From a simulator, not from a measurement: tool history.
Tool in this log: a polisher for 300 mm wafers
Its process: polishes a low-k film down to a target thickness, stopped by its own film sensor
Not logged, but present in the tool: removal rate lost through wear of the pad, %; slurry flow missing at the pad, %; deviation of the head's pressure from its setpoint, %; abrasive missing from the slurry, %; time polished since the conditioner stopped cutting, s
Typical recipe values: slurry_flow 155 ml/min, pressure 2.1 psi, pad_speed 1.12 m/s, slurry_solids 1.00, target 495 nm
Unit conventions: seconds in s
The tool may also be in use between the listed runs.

| run | hour | slurry_flow | pressure | pad_speed | slurry_solids | target | wafers since the last listed run | wafers polished on this pad | hours since the slurry nozzle was cleaned | hours since the head pressure was calibrated | hours since the slurry blender was calibrated | hours since the conditioning disc was replaced | incoming thickness of the incoming film, nm | seconds |
|---|---|---|---|---|---|---|---|---|---|---|---|---|---|---|
| 1 | 0.0 | 155 | 2.1 | 1.12 | 1.00 | 480 | 0 | 1270 | 50.5 | 290.8 | 45.9 | 102.1 | 569.1 | 155.1 |
|  | 43.2 | worn pad replaced by a new one |
| 2 | 64.4 | 155 | 2.1 | 1.12 | 1.00 | 480 | 313 | 109 | 114.9 | 355.2 | 110.3 | 166.5 | 565.5 | 153.5 |
|  | 95.1 | conditioning disc replaced and pad reconditioned |
|  | 111.8 | slurry blender recalibrated |
| 3 | 132.2 | 155 | 2.1 | 1.12 | 1.00 | 480 | 331 | 441 | 182.7 | 423.0 | 20.4 | 37.1 | 558.0 | 143.8 |
| 4 | 196.9 | 155 | 2.1 | 1.12 | 1.00 | 495 | 335 | 777 | 247.4 | 487.7 | 85.1 | 101.8 | 566.9 | 132.8 |
| 5 | 239.7 | 155 | 2.1 | 1.12 | 1.00 | 495 | 222 | 999 | 290.2 | 530.5 | 127.9 | 144.6 | 562.2 | 131.2 |
|  | 262.5 | conditioning disc replaced and pad reconditioned |
|  | 274.3 | slurry blender recalibrated |
| 6 | 274.8 | 155 | 2.1 | 1.12 | 1.10 | 495 | 161 | 1160 | 325.3 | 565.6 | 0.5 | 12.3 | 553.3 | 107.8 |
|  | 299.3 | slurry nozzle cleaned |
|  | 305.9 | worn pad replaced by a new one |
| 7 | 322.1 | 155 | 2.1 | 1.12 | 1.10 | 495 | 219 | 83 | 22.8 | 612.9 | 47.8 | 59.6 | 553.3 | 99.9 |
| 8 | 389.5 | 155 | 2.6 | 1.12 | 1.00 | 495 | 349 | 433 | 90.2 | 680.3 | 115.2 | 127.0 | 560.1 | 100.8 |
|  | 430.6 | conditioning disc replaced and pad reconditioned |
| 9 | 460.1 | 155 | 2.1 | 1.12 | 1.00 | 495 | 356 | 790 | 160.8 | 750.9 | 185.8 | 29.5 | 561.2 | 125.3 |
|  | 479.6 | slurry blender recalibrated |
| 10 | 495.4 | 100 | 2.6 | 0.92 | 1.00 | 495 | 172 | 963 | 196.1 | 786.2 | 15.8 | 64.8 | 554.5 | 127.1 |
| 11 | 521.7 | 155 | 2.1 | 1.12 | 1.00 | 480 | 136 | 1099 | 222.4 | 812.5 | 42.1 | 91.1 | 562.2 | 157.2 |
|  | 563.2 | worn pad replaced by a new one |
| 12 | 571.1 | 155 | 2.1 | 0.88 | 0.90 | 495 | 235 | 40 | 271.8 | 861.9 | 91.5 | 140.5 | 560.2 | 156.6 |
|  | 611.0 | head pressure recalibrated |
| 13 | 614.9 | 155 | 2.1 | 1.12 | 1.00 | 495 | 217 | 257 | 315.6 | 3.9 | 135.3 | 184.3 | 563.9 | 136.2 |
|  | 623.5 | conditioning disc replaced and pad reconditioned |
|  | 639.9 | slurry blender recalibrated |
| 14 | 670.0 | 155 | 2.1 | 1.12 | 1.00 | 495 | 265 | 523 | 370.7 | 59.0 | 30.1 | 46.5 | 551.2 | 110.5 |
|  | 696.8 | slurry nozzle cleaned |
| 15 | 722.5 | 155 | 2.1 | 1.40 | 1.00 | 495 | 267 | 790 | 25.7 | 111.5 | 82.6 | 99.0 | 562.7 | 97.1 |
| 16 | 756.5 | 155 | 2.1 | 1.12 | 0.90 | 495 | 176 | 967 | 59.7 | 145.5 | 116.6 | 133.0 | 553.1 | 106.8 |
|  | 792.0 | conditioning disc replaced and pad reconditioned |
|  | 799.3 | slurry blender recalibrated |
|  | 815.3 | worn pad replaced by a new one |
| 17 | 831.4 | 100 | 2.1 | 1.12 | 1.00 | 495 | 347 | 83 | 134.6 | 220.4 | 32.1 | 39.4 | 564.3 | 143.9 |
| 18 | 900.3 | 155 | 2.1 | 0.96 | 1.00 | 478 | 357 | 441 | 203.5 | 289.3 | 101.0 | 108.3 | 566.7 | 186.3 |

Here are 4 independent what-if runs from the current tool condition. What would each one return?
| A | 900.8 | 155 | 2.1 | 0.98 | 1.00 | 495 | 2 | 444 | 204.0 | 289.8 | 101.5 | 108.8 | 560.9 | ? |
| B | 900.8 | 155 | 2.5 | 1.12 | 0.80 | 495 | 2 | 444 | 204.0 | 289.8 | 101.5 | 108.8 | 560.9 | ? |
| C | 900.8 | 105 | 2.1 | 1.12 | 1.00 | 474 | 2 | 444 | 204.0 | 289.8 | 101.5 | 108.8 | 560.9 | ? |
| D | 900.8 | 105 | 2.1 | 1.02 | 1.25 | 481 | 2 | 444 | 204.0 | 289.8 | 101.5 | 108.8 | 560.9 | ? |

| run | seconds |
|---|---|
| A | 138.3 |
| B | 117.6 |
| C | 183.3 |
| D | 167.5 |
Without the tool's unlogged condition, the same runs would have read:
| run | seconds |
|---|---|
| A | 126.2 |
| B | 107.3 |
| C | 161.3 |
| D | 147.4 |
